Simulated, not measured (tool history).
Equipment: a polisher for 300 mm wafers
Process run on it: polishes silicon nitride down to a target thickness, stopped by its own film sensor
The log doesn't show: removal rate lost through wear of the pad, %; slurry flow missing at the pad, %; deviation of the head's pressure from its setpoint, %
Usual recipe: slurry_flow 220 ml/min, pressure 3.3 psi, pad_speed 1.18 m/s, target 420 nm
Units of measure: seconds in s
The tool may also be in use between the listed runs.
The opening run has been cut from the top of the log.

run     day  slurry_flow  pressure  pad_speed  target  wafers since the last listed run  wafers polished on this pad  hours since the slurry nozzle was cleaned  hours since the head pressure was calibrated  incoming thickness of the incoming film, nm  seconds
  2   3.146          220       3.3       1.18     385                               419                         1142                                      130.8                                         403.8                                          550     89.6
  3   6.367          220       3.3       1.18     420                               429                         1571                                      208.1                                         481.1                                        543.9     67.9
  4   9.479          220       3.3       1.18     451                               414                         1986                                      282.8                                         555.8                                        543.3     50.4
  5  12.238          220       3.3       1.18     451                               367                         2353                                        349                                           622                                        552.2     53.1
     14.188  -- head pressure recalibrated
  6  15.204          220       3.3       1.18     451                               384                         2737                                      420.2                                          24.4                                        541.6     47.8
     16.583  -- worn pad replaced by a new one
  7  18.562          220       2.7       1.18     447                               425                          263                                      500.8                                           105                                        559.2     67.3
  8  22.154          220       2.7       1.18     447                               478                          741                                        587                                         191.2                                        561.7     69.7
  9  26.121          220       2.7       1.18     447                               528                         1270                                      682.2                                         286.4                                          545       60
 10  34.546          220       3.3       1.18     420                              1122                         2392                                      884.4                                         488.6                                        544.6     67.1
     34.904  -- slurry nozzle cleaned
     36.367  -- worn pad replaced by a new one
 11  37.525          220       3.8       1.18     420                               369                          154                                       62.9                                         560.1                                        543.1     60.7
     37.742  -- head pressure recalibrated
 12  39.446          220       3.8       1.18     420                               244                          399                                        109                                          40.9                                        549.6     63.5
 13  43.317          220       3.3       1.18     420                               515                          914                                      201.9                                         133.8                                        557.3     73.5
 14  47.117          220       3.3       1.18     420                               506                         1420                                      293.1                                           225                                        552.1     70.2
 15  50.467          220       3.3       1.18     420                               446                         1866                                      373.5                                         305.4                                        550.7     69.6
 16  53.862          220       3.3       1.18     420                               452                         2319                                        455                                         386.9                                          540     64.7
     54.617  -- worn pad replaced by a new one
 17  57.275          220       3.3       1.18     420                               432                          354                                      536.9                                         468.8                                        541.4     66.1
 18  59.421          160       2.6       1.52     420                               285                          639                                      588.4                                         520.3                                        546.2       68
 19  62.121          170       4.1       1.38     461                               359                          999                                      653.2                                         585.1                                        555.9     39.8
 20  64.517          260       2.7          1     420                               319                         1318                                      710.7                                         642.6                                        541.5     87.9
     66.304  -- head pressure recalibrated
     67.392  -- slurry nozzle cleaned
 21  67.858          255       3.3       1.18     420                               428                         1747                                       11.2                                          37.3                                          549     67.9

Estimate the outcome of run 22 from the log above:
 22  69.942          190       2.7        1.4     392                               277                         2024                                       61.2                                          87.3                                        549.3        ?

{"run 22": {"seconds": 87.4}}
If the tool had no hidden condition, the same run with the same run-to-run variation would have returned seconds 87.4 s.
